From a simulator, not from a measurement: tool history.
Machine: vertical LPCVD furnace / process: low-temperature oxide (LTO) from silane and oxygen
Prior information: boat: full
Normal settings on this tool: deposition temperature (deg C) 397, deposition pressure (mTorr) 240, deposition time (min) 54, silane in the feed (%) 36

| run | day | deposition temperature (deg C) | deposition pressure (mTorr) | deposition time (min) | silane in the feed (%) | wafers since the last listed run | hours since the last temperature calibration | hours since the pressure gauge was zeroed | hours since the silane flow controller was replaced | hours since the gauge calibration | read-back reference wafer on the same gauge, thickness | film thickness on the monitor wafer in the middle of the boat (angstrom) |
|---|---|---|---|---|---|---|---|---|---|---|---|---|
| 1 | 0 | 397 | 240 | 54 | 36 | 0 | 2978.5 | 3743 | 3844.5 | 223.4 | 470.44 | 4627.1 |
| 2 | 3.421 | 397 | 240 | 54 | 36 | 1012 | 3060.6 | 3825.1 | 3926.6 | 305.5 | 470.62 | 4625.4 |
| 3 | 7.675 | 397 | 240 | 54 | 39 | 1259 | 3162.7 | 3927.2 | 4028.7 | 407.6 | 470.86 | 5143.9 |
| 4 | 9.592 | 397 | 240 | 54 | 36 | 567 | 3208.7 | 3973.2 | 4074.7 | 453.6 | 470.52 | 4634.7 |
| 5 | 13.571 | 397 | 240 | 54 | 36 | 1178 | 3304.2 | 4068.7 | 4170.2 | 549.1 | 471.31 | 4630.8 |
| 6 | 15.125 | 397 | 240 | 54 | 36 | 460 | 3341.5 | 4106 | 4207.5 | 586.4 | 471.29 | 4639.3 |
| 7 | 17.088 | 397 | 240 | 54 | 36 | 581 | 3388.6 | 4153.1 | 4254.6 | 633.5 | 471.27 | 4624.9 |
| 8 | 18.912 | 397 | 240 | 54 | 34 | 540 | 3432.4 | 4196.9 | 4298.4 | 677.3 | 470.83 | 4306.2 |
| 9 | 22.417 | 397 | 240 | 54 | 34 | 1037 | 3516.5 | 4281 | 4382.5 | 761.4 | 470.89 | 4283.9 |
| 10 | 26.392 | 397 | 240 | 54 | 36 | 1177 | 3611.9 | 4376.4 | 4477.9 | 856.8 | 470.93 | 4646 |
| 11 | 30.346 | 397 | 240 | 54 | 36 | 1170 | 3706.8 | 4471.3 | 4572.8 | 951.7 | 471.34 | 4638.7 |
|  | 33.821 | pressure gauge zeroed |
| 12 | 40.317 | 397 | 240 | 54 | 36 | 2656 | 3946.1 | 155.9 | 4812.1 | 1191 | 471.32 | 4528.4 |
| 13 | 43.083 | 397 | 240 | 54 | 36 | 819 | 4012.5 | 222.3 | 4878.5 | 1257.4 | 470.79 | 4535.8 |
|  | 45.233 | thermocouples replaced and temperature profile calibrated |
| 14 | 45.254 | 400 | 240 | 54 | 36 | 346 | 0.5 | 274.4 | 4930.6 | 1309.5 | 471.53 | 4676.4 |
| 15 | 47.05 | 394 | 275 | 54 | 33 | 531 | 43.6 | 317.5 | 4973.7 | 1352.6 | 471.14 | 4473.8 |
| 16 | 49.296 | 386 | 260 | 46.5 | 42 | 664 | 97.5 | 371.4 | 5027.6 | 1406.5 | 471.28 | 4530.1 |
|  | 50.692 | gauge calibrated |
|  | 52.2 | silane flow controller replaced |
| 17 | 53.008 | 390 | 240 | 43 | 36 | 803 | 186.6 | 460.5 | 19.4 | 55.6 | 470.9 | 3330.7 |
| 18 | 56.625 | 397 | 240 | 54 | 36 | 1070 | 273.4 | 547.3 | 106.2 | 142.4 | 470.74 | 4545.2 |
| 19 | 60.088 | 397 | 240 | 54 | 36 | 1025 | 356.5 | 630.4 | 189.3 | 225.5 | 470.94 | 4524.1 |
| 20 | 64.458 | 397 | 240 | 54 | 34 | 1294 | 461.4 | 735.3 | 294.2 | 330.4 | 470.6 | 4193.7 |
| 21 | 67.267 | 401 | 265 | 36 | 33 | 831 | 528.8 | 802.7 | 361.6 | 397.8 | 471.16 | 3115.4 |
| 22 | 70.104 | 397 | 240 | 62.5 | 36 | 840 | 596.9 | 870.8 | 429.7 | 465.9 | 470.78 | 5262.7 |
| 23 | 73.692 | 408 | 240 | 54 | 36 | 1062 | 683 | 956.9 | 515.8 | 552 | 471.27 | 5143 |
| 24 | 75.871 | 397 | 295 | 54 | 36 | 645 | 735.3 | 1009.2 | 568.1 | 604.3 | 471.24 | 5585 |
| 25 | 78.979 | 397 | 240 | 54 | 36 | 920 | 809.9 | 1083.8 | 642.7 | 678.9 | 471.11 | 4574.3 |
| 26 | 82.388 | 386 | 240 | 72.5 | 41 | 1009 | 891.7 | 1165.6 | 724.5 | 760.7 | 470.83 | 6341 |
| 27 | 85.95 | 402 | 280 | 44.5 | 33 | 1054 | 977.2 | 1251.1 | 810 | 846.2 | 471.25 | 4131.9 |
| 28 | 87.683 | 397 | 240 | 54 | 36 | 513 | 1018.8 | 1292.7 | 851.6 | 887.8 | 471.05 | 4560.9 |

Measured less the same run without the tool's hidden state. The same run-to-run variation is in both; the gauge's scatter may not be:
The hidden state here: true tube temperature minus thermocouple reading, K; true pressure minus gauge reading, mTorr; deviation of the silane flow from its setpoint, %; gauge reads high (%).
| run | film thickness on the monitor wafer in the middle of the boat (angstrom) |
|---|---|
| 1 | +101.1 |
| 2 | +103.1 |
| 3 | +117.5 |
| 4 | +107.1 |
| 5 | +109.3 |
| 6 | +110.4 |
| 7 | +111.3 |
| 8 | +104.7 |
| 9 | +106 |
| 10 | +117.3 |
| 11 | +119.5 |
| 12 | +3.9 |
| 13 | +5.6 |
| 14 | +7.2 |
| 15 | +6.9 |
| 16 | +8.6 |
| 17 | +8.5 |
| 18 | +13.9 |
| 19 | +15.9 |
| 20 | +17.2 |
| 21 | +12.7 |
| 22 | +25.6 |
| 23 | +27.5 |
| 24 | +25.7 |
| 25 | +27.7 |
| 26 | +41.2 |
| 27 | +24.7 |
| 28 | +32.9 |

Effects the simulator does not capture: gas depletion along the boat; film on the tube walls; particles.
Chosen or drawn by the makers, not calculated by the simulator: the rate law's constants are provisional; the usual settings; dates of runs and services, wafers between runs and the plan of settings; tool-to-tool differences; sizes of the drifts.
